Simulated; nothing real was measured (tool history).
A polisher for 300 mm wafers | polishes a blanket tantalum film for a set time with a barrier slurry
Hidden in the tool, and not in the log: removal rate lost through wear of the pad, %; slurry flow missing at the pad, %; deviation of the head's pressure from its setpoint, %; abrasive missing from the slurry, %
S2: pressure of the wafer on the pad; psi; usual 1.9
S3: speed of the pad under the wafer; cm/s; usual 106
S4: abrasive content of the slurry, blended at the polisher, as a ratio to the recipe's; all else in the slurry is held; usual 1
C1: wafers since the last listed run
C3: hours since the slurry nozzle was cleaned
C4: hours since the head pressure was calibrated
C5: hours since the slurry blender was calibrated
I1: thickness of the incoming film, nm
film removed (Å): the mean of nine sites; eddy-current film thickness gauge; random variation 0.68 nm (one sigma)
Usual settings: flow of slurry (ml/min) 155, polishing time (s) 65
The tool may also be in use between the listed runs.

Run 1, day 0: usual settings but S2 2.4 psi, S3 76 cm/s; C1 0; wafers polished on this pad 578; C3 740.4; C4 1473.6; C5 65.1; I1 434.4. Result: film removed (Å) 852.
Run 2, day 0.521: usual settings; C1 104; wafers polished on this pad 683; C3 752.9; C4 1486.1; C5 77.6; I1 425.8. Result: film removed (Å) 953.
Run 3, day 1.229: usual settings; C1 141; wafers polished on this pad 824; C3 769.9; C4 1503.1; C5 94.6; I1 428.1. Result: film removed (Å) 952.
Run 4, day 1.488: usual settings; C1 51; wafers polished on this pad 876; C3 776.1; C4 1509.3; C5 100.8; I1 427.4. Result: film removed (Å) 944.
Run 5, day 1.858: usual settings; C1 74; wafers polished on this pad 950; C3 785; C4 1518.2; C5 109.7; I1 427.4. Result: film removed (Å) 940.
Run 6, day 2.188: usual settings; C1 65; wafers polished on this pad 1016; C3 792.9; C4 1526.1; C5 117.6; I1 426.4. Result: film removed (Å) 947.
At day 2.475: head pressure recalibrated.
At day 2.596: worn pad replaced by a new one.
Run 7, day 2.617: usual settings; C1 44; wafers polished on this pad 3; C3 803.2; C4 3.4; C5 127.9; I1 425.5. Result: film removed (Å) 1091.
Run 8, day 2.967: usual settings; C1 70; wafers polished on this pad 73; C3 811.6; C4 11.8; C5 136.3; I1 427.9. Result: film removed (Å) 1083.
Run 9, day 3.612: usual settings but S2 2.1 psi, S4 0.85; C1 129; wafers polished on this pad 203; C3 827.1; C4 27.3; C5 151.8; I1 423.6. Result: film removed (Å) 1150.
Run 10, day 4.079: usual settings but S2 2.1 psi, S4 0.85; C1 93; wafers polished on this pad 296; C3 838.3; C4 38.5; C5 163; I1 424.2. Result: film removed (Å) 1157.
Run 11, day 4.483: usual settings but S2 2.1 psi, S4 0.85; C1 80; wafers polished on this pad 377; C3 848; C4 48.2; C5 172.7; I1 425.5. Result: film removed (Å) 1161.
Run 12, day 4.933: usual settings but flow of slurry (ml/min) 175; C1 90; wafers polished on this pad 467; C3 858.8; C4 59; C5 183.5; I1 430.5. Result: film removed (Å) 1094.
Run 13, day 5.212: usual settings; C1 55; wafers polished on this pad 523; C3 865.5; C4 65.7; C5 190.2; I1 433.9. Result: film removed (Å) 1063.
Run 14, day 5.462: usual settings but flow of slurry (ml/min) 100, S4 1.1; C1 50; wafers polished on this pad 573; C3 871.5; C4 71.7; C5 196.2; I1 436. Result: film removed (Å) 1010.
At day 5.621: slurry blender recalibrated.
Run 15, day 5.817: usual settings but flow of slurry (ml/min) 110, S2 2.5 psi, S3 122 cm/s, S4 0.8; C1 54; wafers polished on this pad 627; C3 880; C4 80.2; C5 4.7; I1 432.9. Result: film removed (Å) 1445.
Run 16, day 6.1: usual settings; C1 56; wafers polished on this pad 684; C3 886.8; C4 87; C5 11.5; I1 434.5. Result: film removed (Å) 1055.
Run 17, day 6.608: usual settings; C1 101; wafers polished on this pad 785; C3 899; C4 99.2; C5 23.7; I1 432.3. Result: film removed (Å) 1060.
At day 6.696: slurry nozzle cleaned.
Run 18, day 7.196: usual settings but flow of slurry (ml/min) 180, S4 1.3; C1 109; wafers polished on this pad 894; C3 12; C4 113.3; C5 37.8; I1 430.9. Result: film removed (Å) 1136.
Run 19, day 7.833: usual settings but flow of slurry (ml/min) 100, S2 1.4 psi; C1 127; wafers polished on this pad 1022; C3 27.3; C4 128.6; C5 53.1; I1 435.5. Result: film removed (Å) 726.
At day 8.462: worn pad replaced by a new one.
Run 20, day 8.55: usual settings but S2 1.3 psi; C1 110; wafers polished on this pad 17; C3 44.5; C4 145.8; C5 70.3; I1 429.5. Result: film removed (Å) 720.
Run 21, day 8.833: usual settings; C1 56; wafers polished on this pad 73; C3 51.3; C4 152.6; C5 77.1; I1 429.7. Result: film removed (Å) 1052.
Run 22, day 9.262: usual settings; C1 85; wafers polished on this pad 159; C3 61.6; C4 162.9; C5 87.4; I1 436. Result: film removed (Å) 1050.
Run 23, day 9.788: usual settings but flow of slurry (ml/min) 125, S2 1.7 psi; C1 105; wafers polished on this pad 264; C3 74.2; C4 175.5; C5 100; I1 436.4. Result: film removed (Å) 902.
Run 24, day 10.442: usual settings but S2 2.6 psi; C1 130; wafers polished on this pad 395; C3 89.9; C4 191.2; C5 115.7; I1 434.6. Result: film removed (Å) 1423.

Run 25 comes next. What will it give?
Run 25, day 10.938: usual settings but S2 2.2 psi, S4 1.1; C1 99; wafers polished on this pad 494; C3 101.8; C4 203.1; C5 127.6; I1 425.6. Result: film removed (Å) ?.

film removed (Å): 1209
Without the tool's hidden state the same run would have given film removed (Å) 1269.
